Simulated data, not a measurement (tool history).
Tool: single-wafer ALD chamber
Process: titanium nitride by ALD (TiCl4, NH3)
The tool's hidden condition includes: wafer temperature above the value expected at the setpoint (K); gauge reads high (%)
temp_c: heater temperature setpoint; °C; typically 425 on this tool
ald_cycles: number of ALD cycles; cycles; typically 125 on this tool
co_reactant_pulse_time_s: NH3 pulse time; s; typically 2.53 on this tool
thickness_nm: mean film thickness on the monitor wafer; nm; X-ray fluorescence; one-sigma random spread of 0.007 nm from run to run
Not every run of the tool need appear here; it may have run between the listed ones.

| run | day | temp_c | ald_cycles | co_reactant_pulse_time_s | wafers since the last listed run | hours since the last thermocouple change | hours since the showerhead was replaced | hours since the gauge calibration | read-back reference wafer on the same gauge, thickness_nm | thickness_nm |
|---|---|---|---|---|---|---|---|---|---|---|
| 1 | 0.000 | 425 | 125 | 2.53 | 0 | 2129.0 | 4788.6 | 377.5 | 3.250 | 2.754 |
| 2 | 2.525 | 435 | 125 | 2.77 | 85 | 2189.6 | 4849.2 | 438.1 | 3.248 | 2.763 |
| 3 | 5.600 | 435 | 125 | 2.77 | 103 | 2263.4 | 4923.0 | 511.9 | 3.244 | 2.747 |
| 4 | 9.204 | 435 | 125 | 2.77 | 121 | 2349.9 | 5009.5 | 598.4 | 3.242 | 2.757 |
| 5 | 13.662 | 425 | 125 | 2.53 | 150 | 2456.9 | 5116.5 | 705.4 | 3.239 | 2.744 |
|  | 14.458 | thermocouple changed; heater temperature recalibrated |
| 6 | 17.775 | 425 | 125 | 2.53 | 127 | 79.6 | 5215.2 | 804.1 | 3.235 | 2.753 |
|  | 21.262 | gauge calibrated |
| 7 | 21.708 | 425 | 125 | 2.53 | 132 | 174.0 | 5309.6 | 10.7 | 3.289 | 2.787 |
| 8 | 24.300 | 425 | 125 | 2.53 | 87 | 236.2 | 5371.8 | 72.9 | 3.276 | 2.789 |
| 9 | 26.654 | 413 | 145 | 2.26 | 79 | 292.7 | 5428.3 | 129.4 | 3.270 | 3.198 |
|  | 27.112 | showerhead replaced |
| 10 | 28.254 | 411 | 104 | 2.53 | 42 | 331.1 | 27.4 | 167.8 | 3.266 | 2.292 |
| 11 | 31.279 | 435 | 125 | 2.77 | 102 | 403.7 | 100.0 | 240.4 | 3.258 | 2.768 |
| 12 | 35.562 | 425 | 125 | 2.53 | 144 | 506.5 | 202.8 | 343.2 | 3.252 | 2.756 |
| 13 | 37.154 | 417 | 125 | 1.77 | 53 | 544.7 | 241.0 | 381.4 | 3.248 | 2.692 |
| 14 | 39.979 | 425 | 134 | 2.53 | 95 | 612.5 | 308.8 | 449.2 | 3.245 | 2.956 |
| 15 | 41.946 | 425 | 125 | 3.54 | 66 | 659.7 | 356.0 | 496.4 | 3.241 | 2.781 |
| 16 | 45.092 | 425 | 142 | 2.53 | 106 | 735.2 | 431.5 | 571.9 | 3.239 | 3.130 |

Predict each of these 3 candidate next runs independently; none follows another, all start after run 16:
| A | 45.121 | 425 | 125 | 2.53 | 0 | 735.9 | 432.2 | 572.6 | ? | ? |
| B | 45.121 | 413 | 125 | 2.53 | 0 | 735.9 | 432.2 | 572.6 | ? | ? |
| C | 45.121 | 417 | 145 | 3.19 | 0 | 735.9 | 432.2 | 572.6 | ? | ? |

| run | read-back reference wafer on the same gauge, thickness_nm | thickness_nm |
|---|---|---|
| A | 3.239 | 2.755 |
| B | 3.239 | 2.747 |
| C | 3.239 | 3.216 |
What these runs would have given with no unlogged condition in the tool:
| run | thickness_nm |
|---|---|
| A | 2.798 |
| B | 2.789 |
| C | 3.266 |
